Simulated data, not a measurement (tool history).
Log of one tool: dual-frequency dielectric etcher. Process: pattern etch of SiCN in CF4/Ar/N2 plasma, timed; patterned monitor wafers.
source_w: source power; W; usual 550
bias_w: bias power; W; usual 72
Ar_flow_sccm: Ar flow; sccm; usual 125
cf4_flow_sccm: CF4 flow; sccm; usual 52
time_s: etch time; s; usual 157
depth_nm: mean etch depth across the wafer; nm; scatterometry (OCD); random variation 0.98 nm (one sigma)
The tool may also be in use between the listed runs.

run    hour  source_w  bias_w  Ar_flow_sccm  cf4_flow_sccm  time_s  read-back reference wafer on the same gauge, depth_nm  depth_nm
  1       0       550      72           125             58     157                                                  170.9     161.6
       82.9  -- wet clean of the chamber
  2   102.5       550      72           125             58     157                                                  171.2     157.8
  3   208.1       550      72           125             52     157                                                  171.3     159.3
  4   287.4       550      72           125             52     157                                                  171.4     159.5
  5   356.6       550      72           125             52     157                                                  170.8     158.4
  6     433       550      72           125             52     157                                                  171.1     159.8
        459  -- wet clean of the chamber
  7   481.5       550      72           125             52     157                                                    171     162.9
        526  -- CF4 flow controller replaced
  8   559.2       550      67           125             52     157                                                    171     162.9
      583.1  -- source power generator calibrated
      675.2  -- upper electrode replaced
  9   675.7       550      72           125             52     157                                                  170.7     166.8
 10   712.3       550      72           125             52     157                                                  171.3     164.9
        736  -- bias power generator calibrated
      765.7  -- wet clean of the chamber, repeated, since the last time left the tool worse
 11   817.9       550      84           125             52     187                                                  171.3     194.5
      903.9  -- Ar flow controller replaced
 12   908.6       590      72           125             60     157                                                  171.1     167.8
 13  1000.9       550      72           125             52     157                                                  171.2     158.7
     1035.1  -- gauge calibrated
 14  1096.2       550      72           125             52     157                                                  171.6     161.7
 15    1135       510      72           151             47     157                                                  171.2     145.9
     1165.1  -- wet clean of the chamber
 16  1191.2       550      72           125             63   183.5                                                  171.2     188.1
 17  1254.8       550      82           136             52     157                                                  171.2     159.1

Forecast run 18:
 18  1323.6       550      72           146             52     157                                                      ?         ?

Run 18 gave read-back reference wafer on the same gauge, depth_nm 171.2, depth_nm 155.5 nm.
Without the tool's hidden state the same run would have given depth_nm 153.4 nm.
